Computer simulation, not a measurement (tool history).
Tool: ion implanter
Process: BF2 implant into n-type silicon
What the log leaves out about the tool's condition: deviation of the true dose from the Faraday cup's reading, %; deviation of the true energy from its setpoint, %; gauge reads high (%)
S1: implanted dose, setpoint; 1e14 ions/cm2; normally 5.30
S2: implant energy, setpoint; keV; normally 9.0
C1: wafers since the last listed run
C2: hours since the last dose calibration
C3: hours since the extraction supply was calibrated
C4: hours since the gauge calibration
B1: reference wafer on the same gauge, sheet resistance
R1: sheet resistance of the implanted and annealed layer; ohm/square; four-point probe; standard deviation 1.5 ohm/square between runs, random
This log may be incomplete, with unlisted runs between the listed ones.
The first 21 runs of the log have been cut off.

run,hour,S1,S2,C1,C2,C3,C4,B1,R1
22,1449.7,5.30,9.0,840,372.4,5384.4,1258.2,288.13,325.86
# hour 1477.5: extraction supply calibrated
# hour 1485.7: gauge calibrated
23,1535.0,5.71,9.0,865,457.7,57.5,49.3,287.98,316.04
24,1618.2,4.15,11.0,931,540.9,140.7,132.5,287.82,345.86
25,1688.6,6.09,8.0,787,611.3,211.1,202.9,288.08,316.49
26,1759.5,6.01,8.0,793,682.2,282.0,273.8,288.16,320.75
27,1837.6,6.83,7.5,874,760.3,360.1,351.9,287.61,310.06
28,1892.4,5.30,9.0,613,815.1,414.9,406.7,288.04,323.96
29,1928.9,3.78,10.5,408,851.6,451.4,443.2,287.97,368.25
30,2001.7,6.34,10.0,814,924.4,524.2,516.0,287.98,289.02
31,2063.2,4.46,7.0,688,985.9,585.7,577.5,288.02,383.49
32,2133.3,5.30,11.5,784,1056.0,655.8,647.6,287.98,298.76

Forecast run 33:
# hour 2169.5: Faraday cup replaced and dose calibrated
33,2201.2,5.30,9.0,670,31.7,723.7,715.5,?,?

B1: 287.99
R1: 329.20 ohm/square
With the hidden condition absent and the run-to-run variation left alone, this run would have shown R1 329.36 ohm/square.
